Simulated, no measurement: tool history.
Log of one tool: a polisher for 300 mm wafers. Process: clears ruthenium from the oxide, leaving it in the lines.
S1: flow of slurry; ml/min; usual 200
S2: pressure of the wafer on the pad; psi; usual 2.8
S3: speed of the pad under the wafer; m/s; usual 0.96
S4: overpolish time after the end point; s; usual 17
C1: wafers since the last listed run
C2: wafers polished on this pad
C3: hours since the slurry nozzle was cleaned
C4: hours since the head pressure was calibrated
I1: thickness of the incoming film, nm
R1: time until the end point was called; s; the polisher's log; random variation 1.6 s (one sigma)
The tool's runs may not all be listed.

run,hour,S1,S2,S3,S4,C1,C2,C3,C4,I1,R1
1,0,200,2.8,0.96,20,0,2018,382.5,254,176.9,144.3
2,37.6,200,2.8,0.96,20,380,2399,420.1,291.6,177.8,144.7
# hour 99: slurry nozzle cleaned
3,131.5,200,2.8,0.96,20,941,3340,32.5,385.5,178.5,142.5
# hour 154.8: worn pad replaced by a new one
4,222.2,200,2.8,0.96,9,878,683,123.2,476.2,180.1,133.3
5,288.5,200,2.8,0.96,17,671,1354,189.5,542.5,176.1,133.9
6,394.7,200,2.8,0.96,17,1075,2430,295.7,648.7,183.9,147.2
# hour 445.7: head pressure recalibrated
7,474.2,200,2.8,0.82,17,785,3215,375.2,28.5,177.2,173.1
# hour 532.1: worn pad replaced by a new one
# hour 562.2: slurry nozzle cleaned
8,581.2,200,2.8,0.82,17,1033,487,19,135.5,182.8,152.2
9,678.1,200,2.8,1.08,17,981,1469,115.9,232.4,180.9,122.5
# hour 920.7: worn pad replaced by a new one
10,994.1,200,2.8,1.08,17,3160,743,431.9,548.4,179.8,122.3
11,1034.2,180,2.8,0.96,10,406,1149,472,588.5,180.2,145.7
# hour 1038: slurry nozzle cleaned
12,1071.3,200,2.8,0.96,17,365,1515,33.3,625.6,180.3,135.9
13,1110.9,200,3.7,0.96,9,401,1916,72.9,665.2,183.6,106.3
14,1218.9,165,2,0.96,17,1094,3010,180.9,773.2,183.5,211.8
# hour 1274.5: head pressure recalibrated
# hour 1302.3: worn pad replaced by a new one
15,1338.2,135,2.8,0.96,17,1147,363,300.2,63.7,181.3,145
16,1381.9,200,3.7,1.1,26,442,806,343.9,107.4,179,90.1
17,1471.4,135,3.3,0.84,26,906,1713,433.4,196.9,180.4,153.5
18,1508.6,265,2.8,0.74,17,376,2090,470.6,234.1,177.7,176.6
19,1568.4,145,2.8,0.68,17,605,2695,530.4,293.9,180.3,230.4
# hour 1622.4: slurry nozzle cleaned
# hour 1627.5: worn pad replaced by a new one
20,1655.4,250,2.8,0.88,9,830,282,33,380.9,178.8,131.7
21,1695.2,200,2.8,0.66,17,403,685,72.8,420.7,182.1,193
22,1733,200,2.8,0.96,17,382,1068,110.6,458.5,177.6,130.9

5 ways to go on from here, each from the tool as it stands after run 22. What would each give?
A,1733.5,200,2.8,0.96,17,5,1073,111.1,459,178.1,?
B,1733.5,200,2.8,1.26,14,5,1073,111.1,459,178.1,?
C,1733.5,235,3.5,0.68,20,5,1073,111.1,459,178.1,?
D,1733.5,150,3.1,0.64,22,5,1073,111.1,459,178.1,?
E,1733.5,245,1.9,1.16,10,5,1073,111.1,459,178.1,?

run,R1
A,132.3
B,100.8
C,146
D,189.2
E,156.8
Without the tool's hidden state the same runs would have given:
run,R1
A,120.4
B,91.8
C,133.2
D,171.4
E,143.1
